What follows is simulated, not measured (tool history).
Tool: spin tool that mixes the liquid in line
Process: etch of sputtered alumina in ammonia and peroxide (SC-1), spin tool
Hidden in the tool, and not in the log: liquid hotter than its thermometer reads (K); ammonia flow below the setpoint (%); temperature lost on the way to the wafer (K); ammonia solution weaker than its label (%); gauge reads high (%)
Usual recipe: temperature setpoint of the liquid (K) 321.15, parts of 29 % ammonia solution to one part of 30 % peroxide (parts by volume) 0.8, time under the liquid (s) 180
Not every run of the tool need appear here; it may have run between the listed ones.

run,hour,temperature setpoint of the liquid (K),parts of 29 % ammonia solution to one part of 30 % peroxide (parts by volume),time under the liquid (s),wafers since the last listed run,hours since the thermometer was replaced,hours since the ammonia flow meter was replaced,hours since the heated supply line was repaired,hours since the drum of ammonia solution was connected,hours since the gauge calibration,"read-back film thickness of the sputtered alumina reference wafer, read on the same gauge (nm)",thickness taken off the sputtered alumina on a monitor wafer (angstrom)
1,0,321.15,0.8,180,0,784.8,1069.7,590.1,56.4,548.9,89.98,116.5
# hour 7.3: ammonia flow meter replaced
2,12.9,321.15,0.8,180,62,797.7,5.6,603,69.3,561.8,90,120.1
3,44.2,321.15,0.8,180,164,829,36.9,634.3,100.6,593.1,90.01,118.4
4,67.8,321.15,0.8,110,123,852.6,60.5,657.9,124.2,616.7,89.99,72.8
5,83.7,321.15,0.8,110,83,868.5,76.4,673.8,140.1,632.6,90.04,72.8
6,114.7,321.15,0.8,180,162,899.5,107.4,704.8,171.1,663.6,89.95,119.1
7,126.8,329.15,0.8,180,63,911.6,119.5,716.9,183.2,675.7,90.02,182.2
# hour 139.1: heated supply line repaired
# hour 156.3: thermometer replaced
8,156.8,321.15,0.45,125,146,0.5,149.5,17.7,213.2,705.7,90.02,72.9
9,178.4,318.15,0.45,180,113,22.1,171.1,39.3,234.8,727.3,90.03,89.8
# hour 208.3: gauge calibrated
10,212.2,321.15,0.8,110,177,55.9,204.9,73.1,268.6,3.9,90.05,68.9
11,238.2,321.15,0.45,120,136,81.9,230.9,99.1,294.6,29.9,90.04,70.8
12,251.4,321.15,0.8,180,69,95.1,244.1,112.3,307.8,43.1,90,111.4
13,266.3,324.15,0.8,115,78,110,259,127.2,322.7,58,89.98,85.7

The next listed run, before its measurement:
14,285.5,330.65,1,95,100,129.2,278.2,146.4,341.9,77.2,?,?

Run 14 yielded read-back film thickness of the sputtered alumina reference wafer, read on the same gauge (nm) 89.97, thickness taken off the sputtered alumina on a monitor wafer (angstrom) 104.1.
With no hidden state in the tool, this same run would have given thickness taken off the sputtered alumina on a monitor wafer (angstrom) 103.3.

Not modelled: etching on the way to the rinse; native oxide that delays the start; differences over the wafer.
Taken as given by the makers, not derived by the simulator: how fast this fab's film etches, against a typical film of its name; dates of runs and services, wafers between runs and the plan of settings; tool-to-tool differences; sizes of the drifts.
